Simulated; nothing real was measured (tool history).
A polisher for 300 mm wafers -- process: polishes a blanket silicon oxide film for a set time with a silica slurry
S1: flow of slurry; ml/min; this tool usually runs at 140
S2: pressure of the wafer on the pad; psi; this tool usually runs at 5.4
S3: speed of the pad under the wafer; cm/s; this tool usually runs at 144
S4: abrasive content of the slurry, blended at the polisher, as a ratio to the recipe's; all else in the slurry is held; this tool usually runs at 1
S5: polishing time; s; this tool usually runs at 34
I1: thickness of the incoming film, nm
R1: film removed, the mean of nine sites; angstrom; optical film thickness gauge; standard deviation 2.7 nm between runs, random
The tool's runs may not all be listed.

run,hour,S1,S2,S3,S4,S5,I1,R1
1,0,140,5.4,144,1.2,34,1562.9,2096
2,71.4,140,5.4,144,1,34,1581.3,1925
3,175.6,140,5.4,144,1,34,1600.1,1794
# hour 215.6: worn pad replaced by a new one
4,264.6,140,5.4,144,1,34,1593,1777
# hour 328.5: slurry nozzle cleaned
5,360.9,140,5.4,144,1.15,46,1598.4,2578
# hour 372.1: slurry blender recalibrated
# hour 372.1: conditioning disc replaced and pad reconditioned
6,414.5,140,5.4,144,1,34,1590.7,1930
7,497,190,5.4,144,1,40,1589.4,2445
# hour 595.4: head pressure recalibrated
8,604.7,140,4.9,144,0.9,34,1579.5,1732
9,649.3,140,5.4,144,0.75,34,1599.7,1640
10,697.7,140,3.5,144,1.2,34,1567.6,1509
11,794.3,100,5.4,144,1,45,1598.9,2301
12,885.7,140,5.4,166,0.85,34,1582.8,1833
13,922.9,140,5.4,114,1,34,1573.2,1519
# hour 927.6: worn pad replaced by a new one
14,1022.3,140,5.4,100,1,34,1594.1,1356
# hour 1048.3: slurry blender recalibrated
# hour 1099.5: slurry nozzle cleaned
15,1120.3,140,5.4,144,0.75,34,1569.3,1423
# hour 1134.2: conditioning disc replaced and pad reconditioned
16,1186.7,140,5.4,144,1,34,1586.4,1993
17,1237.2,155,5.4,110,1.15,34,1592.2,1680
18,1282.6,190,6.9,94,1,34,1592.9,1815
19,1386.1,140,7.1,176,1,34,1602.5,2826
20,1429.1,140,6.4,162,1,34,1573.3,2367
# hour 1491.2: head pressure recalibrated
21,1518.3,140,3.7,144,0.9,38,1581.9,1484
# hour 1543.4: worn pad replaced by a new one
22,1554.7,140,5.4,102,1,34,1600.9,1442
# hour 1723.6: slurry nozzle cleaned
# hour 1764.6: slurry blender recalibrated
23,1814.4,140,5.4,144,1,34,1597,1739
24,1856.1,140,5.4,144,1,34,1561.2,1699
# hour 1865.3: conditioning disc replaced and pad reconditioned
25,1897.2,125,5.4,144,1.2,41,1604,2578

Below are 4 alternative next runs, each starting from the tool's condition after run 25. Predict each:
A,1897.6,140,5.4,144,1,28,1602.7,?
B,1897.6,170,5.4,158,1.3,34,1602.7,?
C,1897.6,160,7.2,144,1,34,1602.7,?
D,1897.6,140,5.4,144,0.8,34,1602.7,?

run,R1
A,1652
B,2536
C,2609
D,1760
Without the tool's hidden state the same runs would have given:
run,R1
A,1675
B,2574
C,2655
D,1784
